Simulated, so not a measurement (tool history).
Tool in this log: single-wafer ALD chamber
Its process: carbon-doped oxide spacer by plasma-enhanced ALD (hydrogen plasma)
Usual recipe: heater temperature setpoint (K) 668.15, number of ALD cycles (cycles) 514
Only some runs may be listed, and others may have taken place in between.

run	hour	heater temperature setpoint (K)	number of ALD cycles (cycles)	wafers since the last listed run	hours since the last thermocouple change	hours since the gauge calibration	read-back reference wafer on the same gauge, thickness_nm	mean film thickness on the monitor wafer (angstrom)
1	0	672.15	514	0	1847.2	1026	22.796	252.54
2	25.3	672.15	514	22	1872.5	1051.3	22.799	251.5
3	51.7	668.15	481	23	1898.9	1077.7	22.808	237.28
4	99	668.15	481	41	1946.2	1125	22.795	236.33
5	129.4	668.15	457	26	1976.6	1155.4	22.807	224.78
6	177	668.15	457	41	2024.2	1203	22.786	223.74
7	202.1	668.15	457	21	2049.3	1228.1	22.798	224.29
8	248.5	679.15	486	40	2095.7	1274.5	22.794	233.98
9	310.3	678.15	514	54	2157.5	1336.3	22.815	248.85
10	354.7	678.15	514	38	2201.9	1380.7	22.787	249.68
11	402.8	668.15	514	42	2250	1428.8	22.823	252.46
12	428.2	668.15	514	22	2275.4	1454.2	22.782	252.6
13	483.4	668.15	514	48	2330.6	1509.4	22.813	251.86
14	522.3	668.15	514	34	2369.5	1548.3	22.781	252.38
15	584.6	668.15	514	54	2431.8	1610.6	22.812	251.68
16	632.7	668.15	514	42	2479.9	1658.7	22.79	251.68
# hour 651.4: gauge calibrated
17	693	679.15	514	52	2540.2	41.6	22.826	246.43
# hour 730.6: thermocouple changed; heater temperature recalibrated
18	764.6	674.15	578	55	34	113.2	22.806	282.67
19	790.8	668.15	444	22	60.2	139.4	22.818	218.41
20	996.1	654.15	600	179	265.5	344.7	22.82	293.82
21	1063	676.15	437	58	332.4	411.6	22.809	211.77
22	1126.5	675.15	548	55	395.9	475.1	22.788	267.31
23	1180.7	668.15	464	47	450.1	529.3	22.8	227.81
24	1226.4	668.15	545	39	495.8	575	22.786	267.48
25	1254.8	668.15	427	24	524.2	603.4	22.79	209.9
26	1281.8	653.15	431	23	551.2	630.4	22.81	211.56
27	1310.1	668.15	514	24	579.5	658.7	22.794	251.67
28	1360.9	680.15	592	44	630.3	709.5	22.797	282.79
29	1428.6	655.15	447	59	698	777.2	22.819	219.38
30	1499.9	668.15	514	62	769.3	848.5	22.786	251.44
31	1528	664.15	595	24	797.4	876.6	22.8	292.05
32	1580.7	676.15	603	46	850.1	929.3	22.817	292.74
33	1620.7	662.15	423	34	890.1	969.3	22.809	207.18
34	1681.9	673.15	589	53	951.3	1030.5	22.77	288.41
35	1802.3	661.15	555	105	1071.7	1150.9	22.812	271.24
36	1842.4	681.15	449	35	1111.8	1191	22.79	213.97
37	1873.4	668.15	514	27	1142.8	1222	22.804	252.88

What was the tool's hidden state at every run in the log?
wafer temperature above the value expected at the setpoint (K): 0 across all the runs
gauge reads high (%): 0 across all the runs
